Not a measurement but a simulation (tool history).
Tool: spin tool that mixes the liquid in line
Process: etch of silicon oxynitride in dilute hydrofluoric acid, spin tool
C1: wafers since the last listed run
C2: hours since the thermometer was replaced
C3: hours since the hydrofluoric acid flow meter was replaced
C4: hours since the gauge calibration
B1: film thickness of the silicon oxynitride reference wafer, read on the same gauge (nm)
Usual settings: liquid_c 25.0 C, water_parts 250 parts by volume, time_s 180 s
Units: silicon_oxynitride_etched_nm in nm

run 1 hour=0.0 | liquid_c=25.0 water_parts=250 time_s=120 | C1=0 C2=1908.3 C3=2120.7 C4=792.5 | B1=50.008 | silicon_oxynitride_etched_nm=1.173
run 2 hour=18.5 | liquid_c=25.0 water_parts=250 time_s=120 | C1=102 C2=1926.8 C3=2139.2 C4=811.0 | B1=49.976 | silicon_oxynitride_etched_nm=1.151
run 3 hour=36.8 | liquid_c=25.0 water_parts=250 time_s=180 | C1=101 C2=1945.1 C3=2157.5 C4=829.3 | B1=50.018 | silicon_oxynitride_etched_nm=1.676
-- hour=56.0 hydrofluoric acid flow meter replaced
run 4 hour=64.5 | liquid_c=25.0 water_parts=250 time_s=180 | C1=148 C2=1972.8 C3=8.5 C4=857.0 | B1=49.990 | silicon_oxynitride_etched_nm=1.761
run 5 hour=94.9 | liquid_c=25.0 water_parts=250 time_s=235 | C1=169 C2=2003.2 C3=38.9 C4=887.4 | B1=49.978 | silicon_oxynitride_etched_nm=2.276
run 6 hour=130.2 | liquid_c=25.0 water_parts=250 time_s=235 | C1=196 C2=2038.5 C3=74.2 C4=922.7 | B1=49.986 | silicon_oxynitride_etched_nm=2.257
run 7 hour=149.1 | liquid_c=25.0 water_parts=250 time_s=235 | C1=105 C2=2057.4 C3=93.1 C4=941.6 | B1=49.988 | silicon_oxynitride_etched_nm=2.223
run 8 hour=167.3 | liquid_c=25.0 water_parts=250 time_s=180 | C1=101 C2=2075.6 C3=111.3 C4=959.8 | B1=50.000 | silicon_oxynitride_etched_nm=1.726
run 9 hour=202.8 | liquid_c=25.0 water_parts=250 time_s=180 | C1=197 C2=2111.1 C3=146.8 C4=995.3 | B1=50.011 | silicon_oxynitride_etched_nm=1.715
-- hour=223.3 thermometer replaced
run 10 hour=228.9 | liquid_c=25.0 water_parts=220 time_s=135 | C1=139 C2=5.6 C3=172.9 C4=1021.4 | B1=50.016 | silicon_oxynitride_etched_nm=1.475
run 11 hour=243.3 | liquid_c=29.0 water_parts=300 time_s=145 | C1=80 C2=20.0 C3=187.3 C4=1035.8 | B1=49.989 | silicon_oxynitride_etched_nm=1.335
run 12 hour=257.4 | liquid_c=25.0 water_parts=250 time_s=180 | C1=78 C2=34.1 C3=201.4 C4=1049.9 | B1=49.975 | silicon_oxynitride_etched_nm=1.754
run 13 hour=282.2 | liquid_c=25.0 water_parts=185 time_s=220 | C1=137 C2=58.9 C3=226.2 C4=1074.7 | B1=50.027 | silicon_oxynitride_etched_nm=3.087
run 14 hour=309.5 | liquid_c=22.5 water_parts=195 time_s=180 | C1=151 C2=86.2 C3=253.5 C4=1102.0 | B1=50.056 | silicon_oxynitride_etched_nm=2.047
run 15 hour=325.4 | liquid_c=25.0 water_parts=250 time_s=180 | C1=88 C2=102.1 C3=269.4 C4=1117.9 | B1=50.020 | silicon_oxynitride_etched_nm=1.731
run 16 hour=385.6 | liquid_c=27.0 water_parts=250 time_s=180 | C1=334 C2=162.3 C3=329.6 C4=1178.1 | B1=49.998 | silicon_oxynitride_etched_nm=1.909
run 17 hour=402.4 | liquid_c=25.0 water_parts=250 time_s=180 | C1=93 C2=179.1 C3=346.4 C4=1194.9 | B1=50.000 | silicon_oxynitride_etched_nm=1.777
run 18 hour=415.3 | liquid_c=21.5 water_parts=175 time_s=105 | C1=71 C2=192.0 C3=359.3 C4=1207.8 | B1=50.002 | silicon_oxynitride_etched_nm=1.299
run 19 hour=448.1 | liquid_c=28.0 water_parts=135 time_s=85 | C1=182 C2=224.8 C3=392.1 C4=1240.6 | B1=49.999 | silicon_oxynitride_etched_nm=1.867
run 20 hour=478.2 | liquid_c=23.0 water_parts=160 time_s=180 | C1=167 C2=254.9 C3=422.2 C4=1270.7 | B1=50.007 | silicon_oxynitride_etched_nm=2.621
run 21 hour=506.8 | liquid_c=27.0 water_parts=150 time_s=280 | C1=158 C2=283.5 C3=450.8 C4=1299.3 | B1=49.998 | silicon_oxynitride_etched_nm=5.285
run 22 hour=536.5 | liquid_c=25.0 water_parts=250 time_s=180 | C1=165 C2=313.2 C3=480.5 C4=1329.0 | B1=49.999 | silicon_oxynitride_etched_nm=1.726
run 23 hour=558.2 | liquid_c=20.5 water_parts=250 time_s=180 | C1=120 C2=334.9 C3=502.2 C4=1350.7 | B1=49.971 | silicon_oxynitride_etched_nm=1.433
-- hour=593.7 gauge calibrated
run 24 hour=660.8 | liquid_c=25.0 water_parts=250 time_s=180 | C1=570 C2=437.5 C3=604.8 C4=67.1 | B1=49.984 | silicon_oxynitride_etched_nm=1.726
run 25 hour=680.2 | liquid_c=25.0 water_parts=250 time_s=180 | C1=107 C2=456.9 C3=624.2 C4=86.5 | B1=50.012 | silicon_oxynitride_etched_nm=1.699
run 26 hour=715.8 | liquid_c=27.0 water_parts=315 time_s=290 | C1=197 C2=492.5 C3=659.8 C4=122.1 | B1=50.008 | silicon_oxynitride_etched_nm=2.283
run 27 hour=743.5 | liquid_c=22.5 water_parts=170 time_s=280 | C1=153 C2=520.2 C3=687.5 C4=149.8 | B1=50.018 | silicon_oxynitride_etched_nm=3.808
run 28 hour=765.8 | liquid_c=27.5 water_parts=155 time_s=215 | C1=123 C2=542.5 C3=709.8 C4=172.1 | B1=50.034 | silicon_oxynitride_etched_nm=3.988
run 29 hour=792.2 | liquid_c=21.0 water_parts=250 time_s=180 | C1=146 C2=568.9 C3=736.2 C4=198.5 | B1=50.012 | silicon_oxynitride_etched_nm=1.403
run 30 hour=815.6 | liquid_c=28.0 water_parts=335 time_s=240 | C1=130 C2=592.3 C3=759.6 C4=221.9 | B1=49.990 | silicon_oxynitride_etched_nm=1.804
run 31 hour=847.0 | liquid_c=30.0 water_parts=250 time_s=245 | C1=174 C2=623.7 C3=791.0 C4=253.3 | B1=50.013 | silicon_oxynitride_etched_nm=2.883
run 32 hour=859.3 | liquid_c=23.5 water_parts=200 time_s=220 | C1=68 C2=636.0 C3=803.3 C4=265.6 | B1=50.008 | silicon_oxynitride_etched_nm=2.569

The tool's hidden state at each run:
liquid hotter than its thermometer reads (K): 0 in every run
hydrofluoric acid flow above the setpoint (%): 0 in every run
gauge reads high (%): 0 in every run

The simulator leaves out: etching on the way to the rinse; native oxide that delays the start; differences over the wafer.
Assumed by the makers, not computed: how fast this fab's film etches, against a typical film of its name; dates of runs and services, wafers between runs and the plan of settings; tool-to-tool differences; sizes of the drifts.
